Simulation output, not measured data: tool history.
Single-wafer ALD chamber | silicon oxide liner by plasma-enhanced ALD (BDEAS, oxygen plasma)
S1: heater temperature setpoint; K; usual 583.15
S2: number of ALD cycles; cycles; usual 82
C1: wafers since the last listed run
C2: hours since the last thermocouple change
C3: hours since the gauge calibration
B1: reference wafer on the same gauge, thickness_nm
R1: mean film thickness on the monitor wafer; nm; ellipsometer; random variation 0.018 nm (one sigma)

run    hour      S1  S2   C1      C2      C3     B1     R1
  1     0.0  574.15  82    0   763.0    23.1  6.767  7.373
  2   102.0  574.15  82  536   865.0   125.1  6.759  7.354
  3   144.3  574.15  82  222   907.3   167.4  6.766  7.367
  4   210.3  592.15  75  347   973.3   233.4  6.762  6.505
  5   258.6  592.15  75  253  1021.6   281.7  6.761  6.490
  6   350.6  592.15  75  483  1113.6   373.7  6.759  6.521
  7   403.0  583.15  93  275  1166.0   426.1  6.763  8.207
  8   459.9  583.15  93  299  1222.9   483.0  6.767  8.187
  9   496.0  583.15  93  189  1259.0   519.1  6.766  8.225
 10   596.8  583.15  82  530  1359.8   619.9  6.764  7.229
 11   673.6  583.15  82  403  1436.6   696.7  6.755  7.235
 12   712.4  583.15  82  204  1475.4   735.5  6.762  7.239
 13   765.3  583.15  82  278  1528.3   788.4  6.768  7.251
 14   852.7  583.15  82  459  1615.7   875.8  6.757  7.260
 15   972.3  583.15  82  628  1735.3   995.4  6.754  7.261
 16  1072.3  583.15  82  525  1835.3  1095.4  6.754  7.254
     1106.0  -- gauge calibrated
 17  1142.8  574.15  69  370  1905.8    36.8  6.762  6.266
 18  1188.7  589.15  73  241  1951.7    82.7  6.762  6.408
 19  1256.3  583.15  82  355  2019.3   150.3  6.760  7.271
 20  1353.8  583.15  82  512  2116.8   247.8  6.771  7.227
 21  1435.4  583.15  82  429  2198.4   329.4  6.756  7.261
 22  1513.0  594.15  96  408  2276.0   407.0  6.760  8.375
 23  1591.9  588.15  93  414  2354.9   485.9  6.758  8.162
     1660.3  -- thermocouple changed; heater temperature recalibrated
 24  1660.8  571.15  96  320     0.5   554.8  6.767  8.691
 25  1762.0  583.15  82  532   101.7   656.0  6.763  7.196
 26  1828.8  583.15  98  351   168.5   722.8  6.764  8.628
 27  1865.1  583.15  82  190   204.8   759.1  6.757  7.248
 28  1931.8  576.15  90  350   271.5   825.8  6.759  7.990
 29  2076.2  577.15  89  759   415.9   970.2  6.760  7.888
 30  2118.8  575.15  92  223   458.5  1012.8  6.763  8.219
 31  2166.1  583.15  93  248   505.8  1060.1  6.760  8.207
 32  2220.5  577.15  74  286   560.2  1114.5  6.761  6.584
 33  2256.7  595.15  82  190   596.4  1150.7  6.756  7.100

How the hidden state differs across the entries between the runs, from the last listed run before each to the first after it:
Between runs 16 and 17: gauge calibrated (hour 1106.0)
  wafer temperature above the value expected at the setpoint (K): -4.79 -> -4.98
  measured less the result without the state, R1: +0.056 -> +0.128 nm
Between runs 23 and 24: thermocouple changed; heater temperature recalibrated (hour 1660.3)
  wafer temperature above the value expected at the setpoint (K): -6.17 -> -0.62
  measured less the result without the state, R1: +0.081 -> +0.022 nm
